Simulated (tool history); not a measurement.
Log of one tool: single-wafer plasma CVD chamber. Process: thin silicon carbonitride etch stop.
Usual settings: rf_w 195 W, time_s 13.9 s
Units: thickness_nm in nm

| run | hour | rf_w | time_s | wafers since the last listed run | hours since the last thermocouple change | hours since the last RF generator calibration | hours since the showerhead was replaced | hours since the gauge calibration | read-back reference wafer on the same gauge, thickness_nm | thickness_nm |
|---|---|---|---|---|---|---|---|---|---|---|
| 1 | 0 | 195 | 15.5 | 0 | 1079.2 | 666.6 | 2559.7 | 474.5 | 7.327 | 8.194 |
| 2 | 61.6 | 195 | 13.9 | 2554 | 1140.8 | 728.2 | 2621.3 | 536.1 | 7.324 | 7.331 |
| 3 | 132.7 | 195 | 13.9 | 2948 | 1211.9 | 799.3 | 2692.4 | 607.2 | 7.334 | 7.31 |
| 4 | 201.1 | 195 | 13.9 | 2836 | 1280.3 | 867.7 | 2760.8 | 675.6 | 7.333 | 7.263 |
| 5 | 229.1 | 195 | 13.9 | 1161 | 1308.3 | 895.7 | 2788.8 | 703.6 | 7.328 | 7.309 |
| 6 | 260 | 195 | 13.9 | 1281 | 1339.2 | 926.6 | 2819.7 | 734.5 | 7.325 | 7.225 |
| 7 | 312.9 | 195 | 13.9 | 2193 | 1392.1 | 979.5 | 2872.6 | 787.4 | 7.33 | 7.247 |
|  | 423.9 | RF generator calibrated |
|  | 444.9 | thermocouple changed; heater temperature recalibrated |
| 8 | 463.8 | 195 | 13.9 | 5593 | 18.9 | 39.9 | 3023.5 | 938.3 | 7.337 | 7.466 |
| 9 | 494.9 | 195 | 12 | 1289 | 50 | 71 | 3054.6 | 969.4 | 7.326 | 6.427 |
| 10 | 552.4 | 195 | 13.9 | 2384 | 107.5 | 128.5 | 3112.1 | 1026.9 | 7.325 | 7.468 |
|  | 580.5 | gauge calibrated |
| 11 | 609 | 185 | 12.9 | 2347 | 164.1 | 185.1 | 3168.7 | 28.5 | 7.323 | 6.752 |
|  | 634.7 | showerhead replaced |
| 12 | 642.8 | 235 | 12.3 | 1069 | 197.9 | 218.9 | 8.1 | 62.3 | 7.326 | 7.202 |
| 13 | 689.1 | 195 | 13.9 | 1919 | 244.2 | 265.2 | 54.4 | 108.6 | 7.333 | 7.428 |
| 14 | 734.9 | 215 | 15 | 1899 | 290 | 311 | 100.2 | 154.4 | 7.328 | 8.4 |
| 15 | 772.6 | 230 | 15.7 | 1563 | 327.7 | 348.7 | 137.9 | 192.1 | 7.336 | 9.054 |
| 16 | 833.5 | 205 | 15.6 | 2525 | 388.6 | 409.6 | 198.8 | 253 | 7.325 | 8.548 |
| 17 | 871.1 | 195 | 13.9 | 1559 | 426.2 | 447.2 | 236.4 | 290.6 | 7.335 | 7.407 |
| 18 | 900.1 | 225 | 12.5 | 1202 | 455.2 | 476.2 | 265.4 | 319.6 | 7.333 | 7.125 |

Forecast each of these 5 alternatives for the next run:
| A | 900.5 | 195 | 15 | 16 | 455.6 | 476.6 | 265.8 | 320 | ? | ? |
| B | 900.5 | 170 | 12.6 | 16 | 455.6 | 476.6 | 265.8 | 320 | ? | ? |
| C | 900.5 | 195 | 15.7 | 16 | 455.6 | 476.6 | 265.8 | 320 | ? | ? |
| D | 900.5 | 230 | 16 | 16 | 455.6 | 476.6 | 265.8 | 320 | ? | ? |
| E | 900.5 | 180 | 15.6 | 16 | 455.6 | 476.6 | 265.8 | 320 | ? | ? |

| run | read-back reference wafer on the same gauge, thickness_nm | thickness_nm |
|---|---|---|
| A | 7.324 | 7.994 |
| B | 7.324 | 6.266 |
| C | 7.324 | 8.368 |
| D | 7.324 | 9.201 |
| E | 7.324 | 7.991 |
Without the tool's hidden state the same runs would have given:
| run | thickness_nm |
|---|---|
| A | 8.072 |
| B | 6.327 |
| C | 8.449 |
| D | 9.291 |
| E | 8.069 |
